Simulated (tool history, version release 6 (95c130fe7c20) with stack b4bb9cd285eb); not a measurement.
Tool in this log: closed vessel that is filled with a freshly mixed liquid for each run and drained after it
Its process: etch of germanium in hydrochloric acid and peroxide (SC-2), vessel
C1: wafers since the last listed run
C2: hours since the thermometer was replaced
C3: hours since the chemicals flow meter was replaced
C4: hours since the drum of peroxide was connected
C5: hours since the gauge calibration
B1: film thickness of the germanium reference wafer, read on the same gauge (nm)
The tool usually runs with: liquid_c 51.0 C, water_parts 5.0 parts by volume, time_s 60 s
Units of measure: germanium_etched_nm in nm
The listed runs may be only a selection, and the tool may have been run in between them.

{"run": 1, "hour": 0.0, "liquid_c": 53.5, "water_parts": 5.0, "time_s": 60, "C1": 0, "C2": 1505.8, "C3": 1427.5, "C4": 569.4, "C5": 728.2, "B1": 119.13, "germanium_etched_nm": 231.29}
{"run": 2, "hour": 53.9, "liquid_c": 53.5, "water_parts": 5.0, "time_s": 60, "C1": 6275, "C2": 1559.7, "C3": 1481.4, "C4": 623.3, "C5": 782.1, "B1": 118.87, "germanium_etched_nm": 234.52}
{"run": 3, "hour": 129.7, "liquid_c": 53.5, "water_parts": 5.0, "time_s": 60, "C1": 8825, "C2": 1635.5, "C3": 1557.2, "C4": 699.1, "C5": 857.9, "B1": 118.49, "germanium_etched_nm": 234.2}
{"run": 4, "hour": 212.9, "liquid_c": 51.0, "water_parts": 5.0, "time_s": 60, "C1": 9687, "C2": 1718.7, "C3": 1640.4, "C4": 782.3, "C5": 941.1, "B1": 118.0, "germanium_etched_nm": 215.94}
{"run": 5, "hour": 266.7, "liquid_c": 58.0, "water_parts": 5.0, "time_s": 60, "C1": 6264, "C2": 1772.5, "C3": 1694.2, "C4": 836.1, "C5": 994.9, "B1": 117.67, "germanium_etched_nm": 268.43}
{"run": 6, "hour": 326.4, "liquid_c": 58.0, "water_parts": 5.0, "time_s": 60, "C1": 6951, "C2": 1832.2, "C3": 1753.9, "C4": 895.8, "C5": 1054.6, "B1": 117.32, "germanium_etched_nm": 263.72}
{"run": 7, "hour": 386.1, "liquid_c": 58.0, "water_parts": 5.0, "time_s": 60, "C1": 6951, "C2": 1891.9, "C3": 1813.6, "C4": 955.5, "C5": 1114.3, "B1": 116.83, "germanium_etched_nm": 263.38}
{"hour": 678.3, "done": "chemicals flow meter replaced"}
{"run": 8, "hour": 708.5, "liquid_c": 51.0, "water_parts": 5.0, "time_s": 60, "C1": 37423, "C2": 2214.3, "C3": 30.2, "C4": 1277.9, "C5": 1436.7, "B1": 114.24, "germanium_etched_nm": 208.29}
{"hour": 783.0, "done": "new drum of peroxide connected"}
{"hour": 943.8, "done": "thermometer replaced"}
{"hour": 970.2, "done": "gauge calibrated"}
{"run": 9, "hour": 1027.5, "liquid_c": 58.0, "water_parts": 4.0, "time_s": 60, "C1": 36910, "C2": 83.7, "C3": 349.2, "C4": 244.5, "C5": 57.3, "B1": 119.95, "germanium_etched_nm": 271.18}
{"run": 10, "hour": 1089.3, "liquid_c": 51.0, "water_parts": 4.0, "time_s": 60, "C1": 7195, "C2": 145.5, "C3": 411.0, "C4": 306.3, "C5": 119.1, "B1": 119.91, "germanium_etched_nm": 216.81}
{"run": 11, "hour": 1136.0, "liquid_c": 51.0, "water_parts": 5.0, "time_s": 60, "C1": 5437, "C2": 192.2, "C3": 457.7, "C4": 353.0, "C5": 165.8, "B1": 119.92, "germanium_etched_nm": 221.86}
{"run": 12, "hour": 1188.4, "liquid_c": 45.0, "water_parts": 5.0, "time_s": 60, "C1": 6101, "C2": 244.6, "C3": 510.1, "C4": 405.4, "C5": 218.2, "B1": 119.84, "germanium_etched_nm": 176.86}
{"run": 13, "hour": 1265.0, "liquid_c": 51.0, "water_parts": 4.0, "time_s": 50, "C1": 8919, "C2": 321.2, "C3": 586.7, "C4": 482.0, "C5": 294.8, "B1": 119.72, "germanium_etched_nm": 181.52}
{"run": 14, "hour": 1332.6, "liquid_c": 56.0, "water_parts": 4.0, "time_s": 90, "C1": 7871, "C2": 388.8, "C3": 654.3, "C4": 549.6, "C5": 362.4, "B1": 119.55, "germanium_etched_nm": 385.4}
{"run": 15, "hour": 1407.6, "liquid_c": 51.0, "water_parts": 7.5, "time_s": 60, "C1": 8732, "C2": 463.8, "C3": 729.3, "C4": 624.6, "C5": 437.4, "B1": 119.36, "germanium_etched_nm": 213.18}
{"run": 16, "hour": 1498.2, "liquid_c": 51.0, "water_parts": 5.0, "time_s": 60, "C1": 10549, "C2": 554.4, "C3": 819.9, "C4": 715.2, "C5": 528.0, "B1": 119.1, "germanium_etched_nm": 216.31}
{"run": 17, "hour": 1557.2, "liquid_c": 51.0, "water_parts": 5.0, "time_s": 85, "C1": 6869, "C2": 613.4, "C3": 878.9, "C4": 774.2, "C5": 587.0, "B1": 118.88, "germanium_etched_nm": 305.7}

For each run, what was the tool's unlogged condition?
liquid hotter than its thermometer reads (K): 0 on each run
chemicals flow below the setpoint (%): 0 on each run
peroxide weaker than its label (%): 0 on each run
H1: gauge reads high (%)
run=1 H1=-0.728
run=2 H1=-0.943
run=3 H1=-1.27
run=4 H1=-1.67
run=5 H1=-1.94
run=6 H1=-2.26
run=7 H1=-2.61
run=8 H1=-4.78
run=9 H1=-0.029
run=10 H1=-0.0578
run=11 H1=-0.0929
run=12 H1=-0.146
run=13 H1=-0.25
run=14 H1=-0.367
run=15 H1=-0.526
run=16 H1=-0.757
run=17 H1=-0.93

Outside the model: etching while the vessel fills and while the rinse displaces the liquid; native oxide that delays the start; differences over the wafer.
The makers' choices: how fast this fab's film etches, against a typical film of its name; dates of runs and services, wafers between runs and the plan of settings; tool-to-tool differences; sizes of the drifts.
